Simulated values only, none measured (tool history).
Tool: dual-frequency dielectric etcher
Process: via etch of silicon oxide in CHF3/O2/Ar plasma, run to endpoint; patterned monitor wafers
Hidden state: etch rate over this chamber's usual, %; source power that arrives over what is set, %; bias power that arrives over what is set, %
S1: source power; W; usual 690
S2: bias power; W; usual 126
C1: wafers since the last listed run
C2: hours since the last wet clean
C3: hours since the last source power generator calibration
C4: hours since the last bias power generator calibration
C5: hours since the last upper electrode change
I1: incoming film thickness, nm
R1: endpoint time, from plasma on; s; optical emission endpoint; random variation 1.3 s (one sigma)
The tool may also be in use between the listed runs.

| run | hour | S1 | S2 | C1 | C2 | C3 | C4 | C5 | I1 | R1 |
|---|---|---|---|---|---|---|---|---|---|---|
| 1 | 0 | 690 | 110 | 0 | 142.1 | 2335.4 | 3782.9 | 1338.6 | 776.5 | 453.7 |
| 2 | 46.4 | 690 | 126 | 286 | 188.5 | 2381.8 | 3829.3 | 1385 | 788.1 | 430.5 |
| 3 | 72.3 | 690 | 126 | 159 | 214.4 | 2407.7 | 3855.2 | 1410.9 | 784.7 | 427.1 |
| 4 | 120.4 | 690 | 126 | 296 | 262.5 | 2455.8 | 3903.3 | 1459 | 784.4 | 423.2 |
| 5 | 149.1 | 690 | 126 | 177 | 291.2 | 2484.5 | 3932 | 1487.7 | 789.6 | 427.9 |
| 6 | 183.8 | 690 | 126 | 214 | 325.9 | 2519.2 | 3966.7 | 1522.4 | 782.3 | 423.4 |
| 7 | 253.8 | 690 | 126 | 431 | 395.9 | 2589.2 | 4036.7 | 1592.4 | 782.9 | 420.7 |
|  | 314.5 | wet clean of the chamber |
| 8 | 322.1 | 690 | 126 | 273 | 7.6 | 2657.5 | 4105 | 1660.7 | 785.1 | 439.6 |
| 9 | 383.8 | 790 | 116 | 380 | 69.3 | 2719.2 | 4166.7 | 1722.4 | 777.8 | 436.4 |
| 10 | 409.3 | 690 | 126 | 157 | 94.8 | 2744.7 | 4192.2 | 1747.9 | 785.6 | 434.4 |
| 11 | 454.7 | 690 | 126 | 280 | 140.2 | 2790.1 | 4237.6 | 1793.3 | 788.2 | 436.8 |
|  | 466.5 | bias power generator calibrated |
| 12 | 520.1 | 690 | 126 | 378 | 205.6 | 2855.5 | 53.6 | 1858.7 | 781.7 | 429.4 |
| 13 | 564.8 | 690 | 126 | 275 | 250.3 | 2900.2 | 98.3 | 1903.4 | 773.6 | 421.6 |
| 14 | 596.1 | 840 | 142 | 193 | 281.6 | 2931.5 | 129.6 | 1934.7 | 788 | 385.1 |
| 15 | 642.4 | 570 | 104 | 285 | 327.9 | 2977.8 | 175.9 | 1981 | 777.4 | 485.8 |
|  | 771 | upper electrode replaced |
| 16 | 771.5 | 690 | 137 | 648 | 457 | 3106.9 | 305 | 0.5 | 774.7 | 397.3 |
|  | 820.3 | wet clean of the chamber |
| 17 | 820.8 | 690 | 126 | 156 | 0.5 | 3156.2 | 354.3 | 49.8 | 776.2 | 435.8 |
|  | 851.4 | source power generator calibrated |
| 18 | 869.4 | 690 | 126 | 275 | 49.1 | 18 | 402.9 | 98.4 | 783.7 | 439.2 |
| 19 | 896.9 | 540 | 142 | 169 | 76.6 | 45.5 | 430.4 | 125.9 | 784.6 | 434.6 |
| 20 | 953.8 | 580 | 145 | 351 | 133.5 | 102.4 | 487.3 | 182.8 | 782.6 | 422.6 |
| 21 | 1017 | 690 | 126 | 389 | 196.7 | 165.6 | 550.5 | 246 | 789 | 431.4 |
| 22 | 1088.2 | 630 | 126 | 439 | 267.9 | 236.8 | 621.7 | 317.2 | 776.5 | 432.8 |
| 23 | 1120.7 | 800 | 111 | 200 | 300.4 | 269.3 | 654.2 | 349.7 | 771.7 | 433.2 |
| 24 | 1168.7 | 690 | 101 | 296 | 348.4 | 317.3 | 702.2 | 397.7 | 784.1 | 477.1 |
| 25 | 1196.2 | 690 | 108 | 169 | 375.9 | 344.8 | 729.7 | 425.2 | 784.4 | 458.6 |
| 26 | 1236.4 | 580 | 150 | 248 | 416.1 | 385 | 769.9 | 465.4 | 788.9 | 407.9 |

4 ways to go on from here, each from the tool as it stands after run 26. What would each give?
| A | 1236.9 | 560 | 126 | 3 | 416.6 | 385.5 | 770.4 | 465.9 | 778.2 | ? |
| B | 1236.9 | 750 | 137 | 3 | 416.6 | 385.5 | 770.4 | 465.9 | 778.2 | ? |
| C | 1236.9 | 840 | 94 | 3 | 416.6 | 385.5 | 770.4 | 465.9 | 778.2 | ? |
| D | 1236.9 | 580 | 152 | 3 | 416.6 | 385.5 | 770.4 | 465.9 | 778.2 | ? |

| run | R1 |
|---|---|
| A | 441.1 |
| B | 395.8 |
| C | 464.5 |
| D | 399.5 |
Without the tool's hidden state the same runs would have given:
| run | R1 |
|---|---|
| A | 455.2 |
| B | 408.5 |
| C | 479.4 |
| D | 412.3 |
